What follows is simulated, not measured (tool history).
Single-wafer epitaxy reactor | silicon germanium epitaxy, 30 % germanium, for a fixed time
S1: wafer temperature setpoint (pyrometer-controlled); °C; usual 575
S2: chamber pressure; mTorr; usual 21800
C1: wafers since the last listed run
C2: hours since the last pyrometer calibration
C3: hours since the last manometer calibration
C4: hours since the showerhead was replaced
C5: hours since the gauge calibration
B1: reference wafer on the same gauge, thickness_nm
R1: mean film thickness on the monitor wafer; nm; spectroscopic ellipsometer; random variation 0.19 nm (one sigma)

{"run": 1, "day": 0.0, "S1": 575, "S2": 21800, "C1": 0, "C2": 2342.1, "C3": 792.4, "C4": 7378.5, "C5": 269.2, "B1": 33.991, "R1": 39.353}
{"run": 2, "day": 0.492, "S1": 575, "S2": 21800, "C1": 261, "C2": 2353.9, "C3": 804.2, "C4": 7390.3, "C5": 281, "B1": 33.997, "R1": 39.115}
{"run": 3, "day": 0.912, "S1": 575, "S2": 21800, "C1": 223, "C2": 2364, "C3": 814.3, "C4": 7400.4, "C5": 291.1, "B1": 34.024, "R1": 39.404}
{"day": 1.596, "done": "pyrometer calibrated"}
{"run": 4, "day": 1.617, "S1": 578, "S2": 21800, "C1": 197, "C2": 0.5, "C3": 831.2, "C4": 7417.3, "C5": 308, "B1": 34.025, "R1": 38.121}
{"run": 5, "day": 1.829, "S1": 575, "S2": 21800, "C1": 113, "C2": 5.6, "C3": 836.3, "C4": 7422.4, "C5": 313.1, "B1": 33.99, "R1": 36.067}
{"run": 6, "day": 2.533, "S1": 575, "S2": 21800, "C1": 374, "C2": 22.5, "C3": 853.2, "C4": 7439.3, "C5": 330, "B1": 34.056, "R1": 36.088}
{"day": 3.425, "done": "showerhead replaced"}
{"run": 7, "day": 3.446, "S1": 575, "S2": 18000, "C1": 307, "C2": 44.4, "C3": 875.1, "C4": 0.5, "C5": 351.9, "B1": 33.995, "R1": 33.031}
{"run": 8, "day": 3.983, "S1": 575, "S2": 18000, "C1": 285, "C2": 57.3, "C3": 888, "C4": 13.4, "C5": 364.8, "B1": 33.963, "R1": 32.953}
{"day": 5.558, "done": "gauge calibrated"}
{"run": 9, "day": 6.158, "S1": 571, "S2": 21800, "C1": 1156, "C2": 109.5, "C3": 940.2, "C4": 65.6, "C5": 14.4, "B1": 34.015, "R1": 33.7}
{"run": 10, "day": 6.904, "S1": 571, "S2": 21800, "C1": 396, "C2": 127.4, "C3": 958.1, "C4": 83.5, "C5": 32.3, "B1": 33.996, "R1": 33.942}
{"day": 7.604, "done": "capacitance manometer re-zeroed and calibrated"}
{"run": 11, "day": 7.625, "S1": 575, "S2": 18700, "C1": 206, "C2": 144.7, "C3": 0.5, "C4": 100.8, "C5": 49.6, "B1": 34.044, "R1": 34.961}
{"run": 12, "day": 8.25, "S1": 582, "S2": 23200, "C1": 332, "C2": 159.7, "C3": 15.5, "C4": 115.8, "C5": 64.6, "B1": 34.035, "R1": 43.556}
{"run": 13, "day": 8.817, "S1": 575, "S2": 21800, "C1": 301, "C2": 173.3, "C3": 29.1, "C4": 129.4, "C5": 78.2, "B1": 34.014, "R1": 37.848}
{"run": 14, "day": 9.162, "S1": 575, "S2": 23800, "C1": 183, "C2": 181.6, "C3": 37.4, "C4": 137.7, "C5": 86.5, "B1": 34.002, "R1": 39.415}
{"run": 15, "day": 9.488, "S1": 567, "S2": 26300, "C1": 172, "C2": 189.4, "C3": 45.2, "C4": 145.5, "C5": 94.3, "B1": 33.996, "R1": 36.455}
{"run": 16, "day": 9.804, "S1": 585, "S2": 17700, "C1": 168, "C2": 197, "C3": 52.8, "C4": 153.1, "C5": 101.9, "B1": 33.98, "R1": 40.564}
{"run": 17, "day": 10.1, "S1": 568, "S2": 27000, "C1": 157, "C2": 204.1, "C3": 59.9, "C4": 160.2, "C5": 109, "B1": 34.001, "R1": 37.325}
{"run": 18, "day": 10.379, "S1": 575, "S2": 21800, "C1": 148, "C2": 210.8, "C3": 66.6, "C4": 166.9, "C5": 115.7, "B1": 34.004, "R1": 38.008}
{"run": 19, "day": 10.775, "S1": 587, "S2": 18700, "C1": 210, "C2": 220.3, "C3": 76.1, "C4": 176.4, "C5": 125.2, "B1": 33.978, "R1": 43.378}
{"run": 20, "day": 11.208, "S1": 589, "S2": 26700, "C1": 230, "C2": 230.7, "C3": 86.5, "C4": 186.8, "C5": 135.6, "B1": 34.024, "R1": 52.886}
{"run": 21, "day": 11.754, "S1": 562, "S2": 18200, "C1": 290, "C2": 243.8, "C3": 99.6, "C4": 199.9, "C5": 148.7, "B1": 34.022, "R1": 27.734}
{"run": 22, "day": 12.017, "S1": 580, "S2": 16900, "C1": 139, "C2": 250.1, "C3": 105.9, "C4": 206.2, "C5": 155, "B1": 34.023, "R1": 36.613}
{"run": 23, "day": 12.729, "S1": 588, "S2": 23900, "C1": 378, "C2": 267.2, "C3": 123, "C4": 223.3, "C5": 172.1, "B1": 33.978, "R1": 49.114}
{"run": 24, "day": 13.012, "S1": 588, "S2": 19300, "C1": 150, "C2": 274, "C3": 129.8, "C4": 230.1, "C5": 178.9, "B1": 34.003, "R1": 44.623}
{"run": 25, "day": 13.496, "S1": 575, "S2": 21800, "C1": 257, "C2": 285.6, "C3": 141.4, "C4": 241.7, "C5": 190.5, "B1": 33.965, "R1": 38.218}
{"run": 26, "day": 13.754, "S1": 575, "S2": 21800, "C1": 137, "C2": 291.8, "C3": 147.6, "C4": 247.9, "C5": 196.7, "B1": 33.993, "R1": 38.298}
{"run": 27, "day": 14.475, "S1": 565, "S2": 25700, "C1": 383, "C2": 309.1, "C3": 164.9, "C4": 265.2, "C5": 214, "B1": 33.961, "R1": 34.781}
{"run": 28, "day": 16.1, "S1": 575, "S2": 21800, "C1": 864, "C2": 348.1, "C3": 203.9, "C4": 304.2, "C5": 253, "B1": 34.006, "R1": 38.488}
{"run": 29, "day": 16.692, "S1": 575, "S2": 21800, "C1": 314, "C2": 362.3, "C3": 218.1, "C4": 318.4, "C5": 267.2, "B1": 34.014, "R1": 38.301}
{"run": 30, "day": 17.35, "S1": 575, "S2": 18800, "C1": 350, "C2": 378.1, "C3": 233.9, "C4": 334.2, "C5": 283, "B1": 34.028, "R1": 35.502}
{"run": 31, "day": 17.967, "S1": 563, "S2": 26700, "C1": 327, "C2": 392.9, "C3": 248.7, "C4": 349, "C5": 297.8, "B1": 34.019, "R1": 34.257}
{"run": 32, "day": 18.646, "S1": 586, "S2": 24200, "C1": 361, "C2": 409.2, "C3": 265, "C4": 365.3, "C5": 314.1, "B1": 33.971, "R1": 48.424}
{"run": 33, "day": 19.254, "S1": 567, "S2": 26700, "C1": 323, "C2": 423.8, "C3": 279.6, "C4": 379.9, "C5": 328.7, "B1": 33.992, "R1": 36.842}
{"day": 19.421, "done": "gauge calibrated"}
{"run": 34, "day": 20.0, "S1": 575, "S2": 25600, "C1": 396, "C2": 441.7, "C3": 297.5, "C4": 397.8, "C5": 13.9, "B1": 33.976, "R1": 41.443}

Some steps in R1 between neighbouring runs. How much of each would the tool show without its hidden state too (settings, what came in, random variation), and how much is left for the hidden state, with any gauge scatter that isn't in both results?
The hidden state here: wafer temperature above the value expected at the setpoint (K); true pressure above the setpoint (%); gauge reads high (%).
Run 3 -> 4: S1 575 -> 578, pyrometer calibrated. R1 -1.283 nm: hidden state -3.242, all else +1.959.
Run 10 -> 11: S1 571 -> 575, S2 21800 -> 18700, capacitance manometer re-zeroed and calibrated. R1 +1.019 nm: hidden state +1.397, all else -0.378.
Run 20 -> 21: S1 589 -> 562, S2 26700 -> 18200. R1 -25.152 nm: hidden state -0.335, all else -24.817.
Run 22 -> 23: S1 580 -> 588, S2 16900 -> 23900. R1 +12.501 nm: hidden state +0.251, all else +12.25.
Run 31 -> 32: S1 563 -> 586, S2 26700 -> 24200. R1 +14.167 nm: hidden state +0.333, all else +13.834.
